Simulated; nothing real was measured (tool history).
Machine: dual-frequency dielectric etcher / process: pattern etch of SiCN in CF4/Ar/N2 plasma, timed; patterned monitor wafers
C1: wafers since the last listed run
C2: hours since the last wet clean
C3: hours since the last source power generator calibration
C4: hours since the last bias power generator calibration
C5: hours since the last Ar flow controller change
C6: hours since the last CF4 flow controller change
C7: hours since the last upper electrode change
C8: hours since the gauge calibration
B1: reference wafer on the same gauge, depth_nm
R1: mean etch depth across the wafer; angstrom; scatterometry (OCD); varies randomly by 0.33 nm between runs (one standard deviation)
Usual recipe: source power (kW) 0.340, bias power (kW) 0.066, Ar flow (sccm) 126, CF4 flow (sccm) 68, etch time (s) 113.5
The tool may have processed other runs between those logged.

run 1 day=0.000 | source_power_(kW)=0.340 bias_power_(kW)=0.066 Ar_flow_(sccm)=126 CF4_flow_(sccm)=68 etch_time_(s)=113.5 | C1=0 C2=69.6 C3=3864.5 C4=4149.8 C5=1834.8 C6=1100.4 C7=2583.4 C8=167.0 | B1=82.2 | R1=710
run 2 day=2.600 | source_power_(kW)=0.340 bias_power_(kW)=0.066 Ar_flow_(sccm)=126 CF4_flow_(sccm)=68 etch_time_(s)=113.5 | C1=699 C2=132.0 C3=3926.9 C4=4212.2 C5=1897.2 C6=1162.8 C7=2645.8 C8=229.4 | B1=82.4 | R1=720
run 3 day=5.450 | source_power_(kW)=0.340 bias_power_(kW)=0.066 Ar_flow_(sccm)=126 CF4_flow_(sccm)=68 etch_time_(s)=113.5 | C1=766 C2=200.4 C3=3995.3 C4=4280.6 C5=1965.6 C6=1231.2 C7=2714.2 C8=297.8 | B1=82.3 | R1=722
run 4 day=6.725 | source_power_(kW)=0.340 bias_power_(kW)=0.066 Ar_flow_(sccm)=126 CF4_flow_(sccm)=68 etch_time_(s)=113.5 | C1=343 C2=231.0 C3=4025.9 C4=4311.2 C5=1996.2 C6=1261.8 C7=2744.8 C8=328.4 | B1=82.3 | R1=725
run 5 day=8.029 | source_power_(kW)=0.340 bias_power_(kW)=0.066 Ar_flow_(sccm)=126 CF4_flow_(sccm)=68 etch_time_(s)=113.5 | C1=350 C2=262.3 C3=4057.2 C4=4342.5 C5=2027.5 C6=1293.1 C7=2776.1 C8=359.7 | B1=82.2 | R1=723
run 6 day=9.904 | source_power_(kW)=0.340 bias_power_(kW)=0.066 Ar_flow_(sccm)=126 CF4_flow_(sccm)=68 etch_time_(s)=113.5 | C1=504 C2=307.3 C3=4102.2 C4=4387.5 C5=2072.5 C6=1338.1 C7=2821.1 C8=404.7 | B1=82.3 | R1=722
-- day=11.633 upper electrode replaced
run 7 day=12.250 | source_power_(kW)=0.400 bias_power_(kW)=0.066 Ar_flow_(sccm)=126 CF4_flow_(sccm)=68 etch_time_(s)=123.5 | C1=362 C2=363.6 C3=4158.5 C4=4443.8 C5=2128.8 C6=1394.4 C7=14.8 C8=461.0 | B1=82.3 | R1=913
-- day=12.967 bias power generator calibrated
-- day=14.933 wet clean of the chamber
run 8 day=14.954 | source_power_(kW)=0.340 bias_power_(kW)=0.066 Ar_flow_(sccm)=126 CF4_flow_(sccm)=68 etch_time_(s)=113.5 | C1=413 C2=0.5 C3=4223.4 C4=47.7 C5=2193.7 C6=1459.3 C7=79.7 C8=525.9 | B1=82.4 | R1=750
-- day=15.642 source power generator calibrated
run 9 day=16.196 | source_power_(kW)=0.340 bias_power_(kW)=0.066 Ar_flow_(sccm)=158 CF4_flow_(sccm)=68 etch_time_(s)=113.5 | C1=289 C2=30.3 C3=13.3 C4=77.5 C5=2223.5 C6=1489.1 C7=109.5 C8=555.7 | B1=82.3 | R1=723
run 10 day=18.675 | source_power_(kW)=0.380 bias_power_(kW)=0.066 Ar_flow_(sccm)=114 CF4_flow_(sccm)=60 etch_time_(s)=89.5 | C1=667 C2=89.8 C3=72.8 C4=137.0 C5=2283.0 C6=1548.6 C7=169.0 C8=615.2 | B1=82.3 | R1=646
-- day=20.100 gauge calibrated
-- day=20.217 wet clean of the chamber, repeated, since the last time left the tool worse
-- day=21.100 CF4 flow controller replaced
run 11 day=21.158 | source_power_(kW)=0.340 bias_power_(kW)=0.066 Ar_flow_(sccm)=126 CF4_flow_(sccm)=62 etch_time_(s)=113.5 | C1=331 C2=22.6 C3=132.4 C4=196.6 C5=2342.6 C6=1.4 C7=228.6 C8=25.4 | B1=82.3 | R1=696
-- day=22.717 Ar flow controller replaced
run 12 day=23.871 | source_power_(kW)=0.340 bias_power_(kW)=0.059 Ar_flow_(sccm)=151 CF4_flow_(sccm)=68 etch_time_(s)=113.5 | C1=662 C2=87.7 C3=197.5 C4=261.7 C5=27.7 C6=66.5 C7=293.7 C8=90.5 | B1=82.2 | R1=673
run 13 day=24.921 | source_power_(kW)=0.340 bias_power_(kW)=0.066 Ar_flow_(sccm)=114 CF4_flow_(sccm)=74 etch_time_(s)=113.5 | C1=282 C2=112.9 C3=222.7 C4=286.9 C5=52.9 C6=91.7 C7=318.9 C8=115.7 | B1=82.3 | R1=735
run 14 day=26.558 | source_power_(kW)=0.340 bias_power_(kW)=0.066 Ar_flow_(sccm)=126 CF4_flow_(sccm)=68 etch_time_(s)=113.5 | C1=440 C2=152.2 C3=262.0 C4=326.2 C5=92.2 C6=131.0 C7=358.2 C8=155.0 | B1=82.4 | R1=717
run 15 day=29.367 | source_power_(kW)=0.340 bias_power_(kW)=0.066 Ar_flow_(sccm)=126 CF4_flow_(sccm)=68 etch_time_(s)=113.5 | C1=755 C2=219.6 C3=329.4 C4=393.6 C5=159.6 C6=198.4 C7=425.6 C8=222.4 | B1=82.3 | R1=720

Some steps in R1 between neighbouring runs. How much of each would the tool show without its hidden state too (settings, what came in, random variation), and how much is left for the hidden state, with any gauge scatter that isn't in both results?
Hidden conditions of the tool in this case: etch rate over this chamber's usual, %; source power that arrives over what is set, %; bias power that arrives over what is set, %; Ar flow that arrives over what is set, %; CF4 flow that arrives over what is set, %; gauge reads high (%).
Run 6 -> 7: source power (kW) 0.340 -> 0.400, etch time (s) 113.5 -> 123.5, upper electrode replaced. R1 +191 angstrom: hidden state +8, all else +183.
Run 10 -> 11: source power (kW) 0.380 -> 0.340, Ar flow (sccm) 114 -> 126, CF4 flow (sccm) 60 -> 62, etch time (s) 89.5 -> 113.5, gauge calibrated, wet clean of the chamber, repeated, since the last time left the tool worse, CF4 flow controller replaced. R1 +50 angstrom: hidden state -36, all else +86.

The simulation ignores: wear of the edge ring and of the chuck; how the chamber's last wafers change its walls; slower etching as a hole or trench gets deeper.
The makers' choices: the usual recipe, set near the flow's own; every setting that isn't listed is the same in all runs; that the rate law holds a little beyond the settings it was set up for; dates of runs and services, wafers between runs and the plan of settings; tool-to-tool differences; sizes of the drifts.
